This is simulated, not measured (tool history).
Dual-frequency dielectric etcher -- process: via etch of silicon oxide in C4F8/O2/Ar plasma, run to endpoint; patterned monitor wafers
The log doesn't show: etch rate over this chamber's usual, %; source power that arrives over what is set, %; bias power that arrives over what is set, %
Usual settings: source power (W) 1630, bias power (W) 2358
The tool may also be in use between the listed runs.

run	day	source power (W)	bias power (W)	wafers since the last listed run	hours since the last wet clean	hours since the last source power generator calibration	hours since the last bias power generator calibration	hours since the last upper electrode change	incoming incoming film thickness, nm	endpoint time (s)
1	0	1630	2358	0	276.9	5393.8	3774.7	2852	1375	271.1
2	0.617	1480	2358	94	291.7	5408.6	3789.5	2866.8	1395.9	283.1
3	1	1480	2358	58	300.9	5417.8	3798.7	2876	1385.5	280.8
4	1.429	1480	2358	66	311.2	5428.1	3809	2886.3	1371.8	278
5	1.917	1490	1901	75	322.9	5439.8	3820.7	2898	1371.8	294.9
6	2.596	1490	1901	104	339.2	5456.1	3837	2914.3	1387.8	298.7
# day 3.529: bias power generator calibrated
# day 4.004: wet clean of the chamber
7	4.025	1490	1901	121	0.5	5490.4	11.9	2948.6	1377.4	305.2
8	4.042	1630	2358	2	0.9	5490.8	12.3	2949	1382.9	282.1
9	4.192	1630	2358	23	4.5	5494.4	15.9	2952.6	1394.4	284.7
10	4.896	1630	2358	108	21.4	5511.3	32.8	2969.5	1400.4	284.3
11	5.538	1630	2071	98	36.8	5526.7	48.2	2984.9	1380	290.5
# day 6.825: source power generator calibrated
# day 6.988: upper electrode replaced, of another model than before
12	7.008	1630	2358	175	72.1	4.4	83.5	0.5	1370.6	278.3
13	7.029	1360	2606	3	72.6	4.9	84	1	1381.9	299.8
14	7.046	1630	2067	2	73	5.3	84.4	1.4	1380.1	285
15	7.483	1520	2842	67	83.5	15.8	94.9	11.9	1388.7	284.3
16	8.133	1510	2802	100	99.1	31.4	110.5	27.5	1376.3	279.1
17	8.879	1630	2358	114	117	49.3	128.4	45.4	1394.3	277.1
18	9.512	1370	2358	97	132.2	64.5	143.6	60.6	1379.8	303.6
19	10.104	1830	2012	91	146.4	78.7	157.8	74.8	1392.7	270.5
20	10.525	1290	2358	64	156.5	88.8	167.9	84.9	1383.3	312.9

For some of the steps in endpoint time (s) from one run to the next: how much would appear even if the tool had no hidden state, given the settings, what came in and random variation, and how much remains for the hidden state plus any gauge scatter that the measured result and the result without hidden state don't share?
Run 6 -> 7: bias power generator calibrated, wet clean of the chamber. endpoint time (s) +6.5: hidden state +10.8, all else -4.3.
Run 11 -> 12: bias power (W) 2071 -> 2358, source power generator calibrated, upper electrode replaced, of another model than before. endpoint time (s) -12.2: hidden state -1.1, all else -11.1.
Run 18 -> 19: source power (W) 1370 -> 1830, bias power (W) 2358 -> 2012. endpoint time (s) -33.1: hidden state -0.1, all else -33.
Run 19 -> 20: source power (W) 1830 -> 1290, bias power (W) 2012 -> 2358. endpoint time (s) +42.4: hidden state -0.9, all else +43.3.
